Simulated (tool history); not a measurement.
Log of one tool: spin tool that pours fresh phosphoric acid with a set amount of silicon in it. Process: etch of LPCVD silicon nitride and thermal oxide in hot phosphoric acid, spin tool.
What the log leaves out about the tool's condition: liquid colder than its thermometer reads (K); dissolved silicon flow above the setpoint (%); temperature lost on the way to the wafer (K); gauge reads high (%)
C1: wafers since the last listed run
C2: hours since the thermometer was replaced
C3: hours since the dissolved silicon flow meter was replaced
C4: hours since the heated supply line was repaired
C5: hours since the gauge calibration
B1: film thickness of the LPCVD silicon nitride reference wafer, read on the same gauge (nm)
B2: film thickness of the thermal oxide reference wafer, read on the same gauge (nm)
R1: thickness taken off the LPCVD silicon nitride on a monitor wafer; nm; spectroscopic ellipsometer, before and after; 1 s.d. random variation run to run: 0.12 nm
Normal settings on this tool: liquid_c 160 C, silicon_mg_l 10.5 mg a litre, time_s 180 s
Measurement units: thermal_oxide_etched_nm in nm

run 1 day=0 | liquid_c=160 silicon_mg_l=10.5 time_s=180 | C1=0 C2=711.4 C3=604.4 C4=2946.7 C5=400.3 | B1=59.06 B2=137.793 | R1=12.49 thermal_oxide_etched_nm=0.392
run 2 day=2.942 | liquid_c=160 silicon_mg_l=10.5 time_s=180 | C1=339 C2=782 C3=675 C4=3017.3 C5=470.9 | B1=58.92 B2=137.449 | R1=12.53 thermal_oxide_etched_nm=0.409
run 3 day=4.329 | liquid_c=160 silicon_mg_l=6.5 time_s=180 | C1=160 C2=815.3 C3=708.3 C4=3050.6 C5=504.2 | B1=58.81 B2=137.261 | R1=12.39 thermal_oxide_etched_nm=0.461
run 4 day=9.738 | liquid_c=160 silicon_mg_l=14.5 time_s=145 | C1=623 C2=945.1 C3=838.1 C4=3180.4 C5=634 | B1=58.51 B2=136.494 | R1=10.08 thermal_oxide_etched_nm=0.257
run 5 day=12.425 | liquid_c=158.5 silicon_mg_l=4 time_s=130 | C1=309 C2=1009.6 C3=902.6 C4=3244.9 C5=698.5 | B1=58.35 B2=136.172 | R1=8.29 thermal_oxide_etched_nm=0.33
run 6 day=15.05 | liquid_c=158.5 silicon_mg_l=6 time_s=180 | C1=302 C2=1072.6 C3=965.6 C4=3307.9 C5=761.5 | B1=58.22 B2=135.849 | R1=11.61 thermal_oxide_etched_nm=0.413
run 7 day=16.183 | liquid_c=162 silicon_mg_l=10.5 time_s=85 | C1=130 C2=1099.8 C3=992.8 C4=3335.1 C5=788.7 | B1=58.14 B2=135.668 | R1=6.18 thermal_oxide_etched_nm=0.208
run 8 day=17.308 | liquid_c=160 silicon_mg_l=10.5 time_s=180 | C1=129 C2=1126.8 C3=1019.8 C4=3362.1 C5=815.7 | B1=58.06 B2=135.488 | R1=12.17 thermal_oxide_etched_nm=0.327
run 9 day=18.642 | liquid_c=160 silicon_mg_l=10.5 time_s=180 | C1=153 C2=1158.8 C3=1051.8 C4=3394.1 C5=847.7 | B1=58.02 B2=135.284 | R1=12 thermal_oxide_etched_nm=0.43
run 10 day=19.725 | liquid_c=162.5 silicon_mg_l=10.5 time_s=110 | C1=124 C2=1184.8 C3=1077.8 C4=3420.1 C5=873.7 | B1=57.93 B2=135.197 | R1=8 thermal_oxide_etched_nm=0.272
-- day=20.975 dissolved silicon flow meter replaced
run 11 day=20.992 | liquid_c=158.5 silicon_mg_l=13.5 time_s=140 | C1=141 C2=1215.2 C3=0.4 C4=3450.5 C5=904.1 | B1=57.87 B2=135 | R1=8.96 thermal_oxide_etched_nm=0.234
-- day=21.917 thermometer replaced
run 12 day=22.612 | liquid_c=160 silicon_mg_l=8 time_s=225 | C1=182 C2=16.7 C3=39.3 C4=3489.4 C5=943 | B1=57.77 B2=134.776 | R1=15.16 thermal_oxide_etched_nm=0.559
run 13 day=24.592 | liquid_c=158.5 silicon_mg_l=10.5 time_s=180 | C1=228 C2=64.2 C3=86.8 C4=3536.9 C5=990.5 | B1=57.68 B2=134.537 | R1=11.46 thermal_oxide_etched_nm=0.373
run 14 day=27.071 | liquid_c=157.5 silicon_mg_l=10.5 time_s=240 | C1=285 C2=123.7 C3=146.3 C4=3596.4 C5=1050 | B1=57.53 B2=134.171 | R1=14.57 thermal_oxide_etched_nm=0.422
run 15 day=28.992 | liquid_c=161.5 silicon_mg_l=18 time_s=75 | C1=221 C2=169.8 C3=192.4 C4=3642.5 C5=1096.1 | B1=57.41 B2=133.963 | R1=5.25 thermal_oxide_etched_nm=0.136
-- day=29.158 gauge calibrated
-- day=29.946 heated supply line repaired
run 16 day=31.546 | liquid_c=159 silicon_mg_l=6 time_s=120 | C1=289 C2=231.1 C3=253.7 C4=38.4 C5=57.3 | B1=60.15 B2=140.388 | R1=8.16 thermal_oxide_etched_nm=0.246
run 17 day=37.821 | liquid_c=163 silicon_mg_l=10.5 time_s=180 | C1=723 C2=381.7 C3=404.3 C4=189 C5=207.9 | B1=59.8 B2=139.544 | R1=13.79 thermal_oxide_etched_nm=0.481
run 18 day=40.371 | liquid_c=158 silicon_mg_l=5 time_s=80 | C1=294 C2=442.9 C3=465.5 C4=250.2 C5=269.1 | B1=59.67 B2=139.161 | R1=5.19 thermal_oxide_etched_nm=0.161
run 19 day=43.271 | liquid_c=163 silicon_mg_l=8 time_s=180 | C1=334 C2=512.5 C3=535.1 C4=319.8 C5=338.7 | B1=59.48 B2=138.81 | R1=13.8 thermal_oxide_etched_nm=0.41
run 20 day=45.117 | liquid_c=160 silicon_mg_l=10.5 time_s=180 | C1=212 C2=556.8 C3=579.4 C4=364.1 C5=383 | B1=59.37 B2=138.564 | R1=12.63 thermal_oxide_etched_nm=0.438
run 21 day=48.108 | liquid_c=162 silicon_mg_l=10.5 time_s=180 | C1=345 C2=628.6 C3=651.2 C4=435.9 C5=454.8 | B1=59.18 B2=138.119 | R1=13.1 thermal_oxide_etched_nm=0.469

Measured result minus the same run's result without the hidden state. Both carry the same run-to-run variation, though not necessarily the same gauge scatter:
run=1 R1=-0.19
run=2 R1=-0.23
run=3 R1=-0.25
run=4 R1=-0.26
run=5 R1=-0.23
run=6 R1=-0.36
run=7 R1=-0.19
run=8 R1=-0.41
run=9 R1=-0.42
run=10 R1=-0.28
run=11 R1=-0.34
run=12 R1=-0.58
run=13 R1=-0.47
run=14 R1=-0.63
run=15 R1=-0.24
run=16 R1=+0.03
run=17 R1=-0.04
run=18 R1=-0.03
run=19 R1=-0.12
run=20 R1=-0.13
run=21 R1=-0.17
For thermal_oxide_etched_nm, the value without the hidden state is never more than 0.021 nm from the measured value.
